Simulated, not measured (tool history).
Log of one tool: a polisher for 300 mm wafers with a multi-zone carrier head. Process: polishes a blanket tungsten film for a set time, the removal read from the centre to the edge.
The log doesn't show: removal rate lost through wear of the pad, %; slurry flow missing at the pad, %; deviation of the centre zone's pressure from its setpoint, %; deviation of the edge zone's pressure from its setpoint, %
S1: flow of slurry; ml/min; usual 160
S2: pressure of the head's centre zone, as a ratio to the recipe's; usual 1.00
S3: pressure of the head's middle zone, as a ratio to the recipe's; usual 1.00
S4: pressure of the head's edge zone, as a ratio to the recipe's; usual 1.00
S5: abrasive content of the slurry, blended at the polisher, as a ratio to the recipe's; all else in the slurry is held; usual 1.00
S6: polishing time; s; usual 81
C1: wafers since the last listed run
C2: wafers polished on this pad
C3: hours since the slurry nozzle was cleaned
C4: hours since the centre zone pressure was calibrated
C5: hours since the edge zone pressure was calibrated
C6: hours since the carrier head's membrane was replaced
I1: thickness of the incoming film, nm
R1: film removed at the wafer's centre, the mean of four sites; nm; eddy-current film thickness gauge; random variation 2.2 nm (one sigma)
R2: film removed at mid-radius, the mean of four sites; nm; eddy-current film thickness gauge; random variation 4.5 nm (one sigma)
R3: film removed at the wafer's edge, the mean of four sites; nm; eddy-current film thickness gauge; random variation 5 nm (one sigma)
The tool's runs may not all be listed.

run	hour	S1	S2	S3	S4	S5	S6	C1	C2	C3	C4	C5	C6	I1	R1	R2	R3
1	0.0	160	1.00	1.00	0.92	1.00	81	0	3	44.3	313.0	929.0	933.8	1560.3	351.5	363.1	347.9
# hour 14.9: centre zone pressure recalibrated
2	33.5	160	1.00	1.00	1.00	1.00	81	312	315	77.8	18.6	962.5	967.3	1571.7	350.4	358.1	356.3
3	56.4	160	1.00	1.00	1.00	1.00	81	227	542	100.7	41.5	985.4	990.2	1556.2	353.0	363.7	353.0
4	76.3	160	1.00	1.00	1.00	1.00	99	197	740	120.6	61.4	1005.3	1010.1	1588.5	431.4	442.4	434.7
5	104.7	195	1.00	1.00	1.00	1.00	81	281	1021	149.0	89.8	1033.7	1038.5	1543.8	373.4	366.9	366.0
6	131.0	195	1.00	1.00	1.00	1.00	81	260	1282	175.3	116.1	1060.0	1064.8	1556.1	369.3	377.6	368.6
# hour 137.1: worn pad replaced by a new one
7	164.2	160	1.00	1.07	1.00	1.00	97	289	268	208.5	149.3	1093.2	1098.0	1565.5	419.6	455.4	434.6
8	177.9	160	0.93	0.96	1.00	1.00	81	135	404	222.2	163.0	1106.9	1111.7	1562.7	332.3	357.9	351.8
9	192.9	160	1.00	1.08	1.00	1.25	102	148	552	237.2	178.0	1121.9	1126.7	1546.2	482.1	524.3	499.6
10	271.2	195	1.00	1.00	1.00	1.00	81	776	1329	315.5	256.3	1200.2	1205.0	1581.2	369.2	374.7	364.5
# hour 301.9: worn pad replaced by a new one
11	302.6	160	1.00	1.00	1.00	1.00	81	271	7	346.9	287.7	1231.6	1236.4	1588.4	354.2	366.7	354.1
# hour 311.0: slurry nozzle cleaned
# hour 340.1: centre zone pressure recalibrated
12	377.2	210	1.07	1.11	1.00	0.90	81	710	717	66.2	37.1	1306.2	1311.0	1548.3	377.2	395.8	361.2
# hour 389.9: edge zone pressure recalibrated
13	412.7	120	1.00	1.09	1.11	1.10	81	332	1049	101.7	72.6	22.8	1346.5	1567.0	339.6	384.2	366.6
# hour 428.8: worn pad replaced by a new one
14	447.5	160	0.92	0.96	1.08	1.00	81	305	185	136.5	107.4	57.6	1381.3	1534.4	332.5	351.8	372.6
# hour 476.3: carrier head's membrane replaced by a new one
15	476.8	205	1.00	1.00	1.00	1.00	81	241	426	165.8	136.7	86.9	0.5	1550.6	373.2	380.3	373.2
16	488.3	160	1.00	1.00	1.00	1.00	81	114	540	177.3	148.2	98.4	12.0	1553.4	353.9	369.0	363.4
17	517.2	160	1.00	1.00	1.00	1.00	81	286	827	206.2	177.1	127.3	40.9	1554.9	358.3	353.8	363.9
18	530.5	110	0.91	1.05	1.00	1.00	81	131	959	219.5	190.4	140.6	54.2	1549.3	294.7	344.8	337.1
19	551.3	160	1.00	1.08	1.00	1.25	102	206	1165	240.3	211.2	161.4	75.0	1547.4	481.5	530.0	489.4
# hour 576.6: worn pad replaced by a new one
20	583.2	180	1.00	1.00	1.00	1.00	81	276	65	272.2	243.1	193.3	106.9	1554.5	363.0	376.5	354.9
21	603.7	160	1.00	1.00	1.00	1.00	81	203	268	292.7	263.6	213.8	127.4	1547.1	356.6	367.6	359.4
22	623.7	115	1.00	0.92	1.00	1.00	81	198	467	312.7	283.6	233.8	147.4	1555.3	322.2	322.2	338.7

The tool's hidden state at each run:
removal rate lost through wear of the pad, %: 0 in every run
slurry flow missing at the pad, %: 0 in every run
deviation of the centre zone's pressure from its setpoint, %: 0 in every run
deviation of the edge zone's pressure from its setpoint, %: 0 in every run

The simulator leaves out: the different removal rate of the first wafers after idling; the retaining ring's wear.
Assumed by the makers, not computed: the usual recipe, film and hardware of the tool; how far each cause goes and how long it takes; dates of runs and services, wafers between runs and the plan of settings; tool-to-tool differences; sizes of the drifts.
